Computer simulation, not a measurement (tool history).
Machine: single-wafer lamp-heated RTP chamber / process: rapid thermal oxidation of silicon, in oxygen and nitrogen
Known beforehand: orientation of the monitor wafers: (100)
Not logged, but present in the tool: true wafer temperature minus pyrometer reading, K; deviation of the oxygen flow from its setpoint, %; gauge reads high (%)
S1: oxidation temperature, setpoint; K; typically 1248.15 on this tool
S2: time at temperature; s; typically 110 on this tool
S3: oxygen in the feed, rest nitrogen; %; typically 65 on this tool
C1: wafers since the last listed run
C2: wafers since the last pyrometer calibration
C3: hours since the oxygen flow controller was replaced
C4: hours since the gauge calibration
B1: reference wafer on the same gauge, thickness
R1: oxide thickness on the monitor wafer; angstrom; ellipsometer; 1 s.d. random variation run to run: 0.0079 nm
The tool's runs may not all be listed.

run,day,S1,S2,S3,C1,C2,C3,C4,B1,R1
1,0.000,1240.15,110,65,0,517,4331.4,272.3,6.280,50.17
2,4.083,1240.15,110,65,954,1472,4429.4,370.3,6.277,50.42
3,6.521,1240.15,110,65,569,2041,4487.9,428.8,6.281,50.49
4,10.112,1248.15,110,65,839,2881,4574.1,515.0,6.281,53.59
# day 12.704: pyrometer window cleaned and pyrometer calibrated
5,13.542,1248.15,110,65,723,195,4656.4,597.3,6.277,52.96
6,17.838,1262.15,110,65,1003,1199,4759.5,700.4,6.280,59.27
7,22.292,1248.15,110,65,1040,2240,4866.4,807.3,6.278,53.32
8,26.362,1248.15,110,65,951,3191,4964.1,905.0,6.280,53.77
# day 30.446: pyrometer window cleaned and pyrometer calibrated
9,30.467,1256.15,110,65,881,5,5062.6,1003.5,6.278,56.32
# day 32.625: gauge calibrated
10,33.900,1248.15,110,65,802,807,5145.0,30.6,6.278,53.23
11,36.533,1227.15,154,46,615,1423,5208.2,93.8,6.279,47.17
# day 38.933: oxygen flow controller replaced
12,39.612,1228.15,155,35,641,2064,16.3,167.7,6.276,43.70
13,43.908,1274.15,76,42,1003,3068,119.4,270.8,6.282,47.47
# day 45.533: pyrometer window cleaned and pyrometer calibrated
14,46.312,1248.15,165,50,483,181,177.1,328.5,6.283,58.22
15,50.362,1248.15,165,50,946,1128,274.3,425.7,6.281,58.45
16,54.479,1248.15,110,65,962,2090,373.1,524.5,6.279,53.58
17,57.371,1240.15,110,55,675,2766,442.5,593.9,6.278,47.76

What if the next run were any one of these 4? Each begins from the tool's condition after run 17:
A,57.392,1248.15,110,85,4,2771,443.0,594.4,?,?
B,57.392,1248.15,110,56,4,2771,443.0,594.4,?,?
C,57.392,1248.15,110,55,4,2771,443.0,594.4,?,?
D,57.392,1248.15,158,46,4,2771,443.0,594.4,?,?

run,B1,R1
A,6.286,58.87
B,6.286,51.01
C,6.286,50.70
D,6.286,55.96
With the hidden condition removed and each run's random variation left untouched, the same runs would have given:
run,R1
A,58.15
B,50.41
C,50.10
D,55.29
